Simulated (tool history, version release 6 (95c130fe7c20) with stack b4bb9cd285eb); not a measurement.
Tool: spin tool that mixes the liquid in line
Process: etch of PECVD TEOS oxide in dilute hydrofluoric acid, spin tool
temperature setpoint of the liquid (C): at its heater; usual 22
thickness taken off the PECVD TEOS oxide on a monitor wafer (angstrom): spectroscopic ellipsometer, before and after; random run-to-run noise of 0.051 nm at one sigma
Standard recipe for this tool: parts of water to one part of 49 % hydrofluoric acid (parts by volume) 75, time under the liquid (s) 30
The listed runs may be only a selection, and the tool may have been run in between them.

run    hour  temperature setpoint of the liquid (C)  parts of water to one part of 49 % hydrofluoric acid (parts by volume)  time under the liquid (s)  wafers since the last listed run  hours since the thermometer was replaced  hours since the hydrofluoric acid flow meter was replaced  hours since the gauge calibration  read-back film thickness of the PECVD TEOS oxide reference wafer, read on the same gauge (nm)  thickness taken off the PECVD TEOS oxide on a monitor wafer (angstrom)
  1       0                                    19.5                                                                      75                         30                                 0                                      2347                                                      108.6                              741.1                                                                                         140.01                                                                    43.8
  2    71.6                                    19.5                                                                      75                         30                               857                                    2418.6                                                      180.2                              812.7                                                                                         140.01                                                                    42.7
  3   113.5                                    19.5                                                                      75                         30                               501                                    2460.5                                                      222.1                              854.6                                                                                         140.01                                                                    43.6
  4   157.4                                      22                                                                      75                         30                               525                                    2504.4                                                        266                              898.5                                                                                         140.01                                                                    48.2
  5   185.8                                      22                                                                      65                         30                               339                                    2532.8                                                      294.4                              926.9                                                                                         140.01                                                                    55.5
  6   257.2                                      22                                                                      65                         30                               854                                    2604.2                                                      365.8                              998.3                                                                                         140.01                                                                      56
  7   295.3                                      22                                                                      75                         30                               456                                    2642.3                                                      403.9                             1036.4                                                                                         140.03                                                                    48.2
  8   327.5                                      22                                                                      75                         30                               385                                    2674.5                                                      436.1                             1068.6                                                                                         140.01                                                                      48
  9     358                                      22                                                                      75                         30                               365                                      2705                                                      466.6                             1099.1                                                                                         140.02                                                                      48
 10   382.9                                      25                                                                      95                         30                               298                                    2729.9                                                      491.5                               1124                                                                                         139.96                                                                    41.5
 11   429.3                                      22                                                                      75                         25                               555                                    2776.3                                                      537.9                             1170.4                                                                                            140                                                                    40.1
 12   494.2                                      22                                                                      75                         25                               776                                    2841.2                                                      602.8                             1235.3                                                                                         139.98                                                                      39
 13   542.5                                      22                                                                      75                         25                               578                                    2889.5                                                      651.1                             1283.6                                                                                         139.98                                                                    39.6
 14   576.3                                      22                                                                      75                         40                               404                                    2923.3                                                      684.9                             1317.4                                                                                         139.99                                                                    62.8
 15   609.5                                      22                                                                      75                         40                               397                                    2956.5                                                      718.1                             1350.6                                                                                         139.98                                                                    62.4
      619.2  -- gauge calibrated
 16   672.6                                    23.5                                                                      75                         50                               755                                    3019.6                                                      781.2                               53.4                                                                                         139.99                                                                    83.3
      729.3  -- thermometer replaced
 17     761                                      22                                                                      90                         50                              1046                                      31.7                                                      869.6                              141.8                                                                                            140                                                                    70.8
 18   803.5                                      22                                                                      35                         30                               508                                      74.2                                                      912.1                              184.3                                                                                         139.98                                                                     116
 19     854                                      20                                                                      55                         30                               604                                     124.7                                                      962.6                              234.8                                                                                         140.02                                                                    68.1
 20   893.2                                      20                                                                      75                         15                               469                                     163.9                                                     1001.8                                274                                                                                            140                                                                    24.3
 21   951.3                                    18.5                                                                      50                         15                               695                                       222                                                     1059.9                              332.1                                                                                         139.98                                                                    34.4
 22   991.5                                    20.5                                                                      90                         15                               481                                     262.2                                                     1100.1                              372.3                                                                                            140                                                                    20.1
       1023  -- hydrofluoric acid flow meter replaced
 23  1039.3                                      24                                                                      40                         50                               560                                       310                                                       16.3                              420.1                                                                                         139.99                                                                   182.5
 24  1249.8                                    25.5                                                                      55                         15                              2519                                     520.5                                                      226.8                              630.6                                                                                            140                                                                    41.4
 25  1296.2                                      22                                                                      75                         30                               555                                     566.9                                                      273.2                                677                                                                                         139.98                                                                    50.5
 26  1345.5                                      22                                                                      75                         30                               590                                     616.2                                                      322.5                              726.3                                                                                            140                                                                    50.7
 27  1387.8                                      20                                                                      75                         50                               506                                     658.5                                                      364.8                              768.6                                                                                         140.01                                                                    79.1
 28  1456.9                                      22                                                                      75                         30                               827                                     727.6                                                      433.9                              837.7                                                                                         139.98                                                                    51.5
 29  1488.6                                      22                                                                      75                         30                               379                                     759.3                                                      465.6                              869.4                                                                                            140                                                                    51.3
 30  1550.6                                      22                                                                      85                         15                               742                                     821.3                                                      527.6                              931.4                                                                                         140.01                                                                    22.7

The logged runs with the hidden state left out (each run's random variation unchanged):
What the log doesn't record here: liquid colder than its thermometer reads (K); hydrofluoric acid flow below the setpoint (%); gauge reads high (%).
run  thickness taken off the PECVD TEOS oxide on a monitor wafer (angstrom)
  1                                                                      48
  2                                                                    46.8
  3                                                                    47.9
  4                                                                      53
  5                                                                    61.1
  6                                                                    61.8
  7                                                                    53.2
  8                                                                    53.1
  9                                                                    53.1
 10                                                                    45.7
 11                                                                    44.4
 12                                                                    43.3
 13                                                                    44.1
 14                                                                    70.1
 15                                                                    69.6
 16                                                                    93.1
 17                                                                    71.3
 18                                                                     117
 19                                                                    68.8
 20                                                                    24.6
 21                                                                    34.8
 22                                                                    20.4
 23                                                                   185.4
 24                                                                    42.4
 25                                                                    51.8
 26                                                                    52.1
 27                                                                    81.4
 28                                                                    53.1
 29                                                                    52.9
 30                                                                    23.4

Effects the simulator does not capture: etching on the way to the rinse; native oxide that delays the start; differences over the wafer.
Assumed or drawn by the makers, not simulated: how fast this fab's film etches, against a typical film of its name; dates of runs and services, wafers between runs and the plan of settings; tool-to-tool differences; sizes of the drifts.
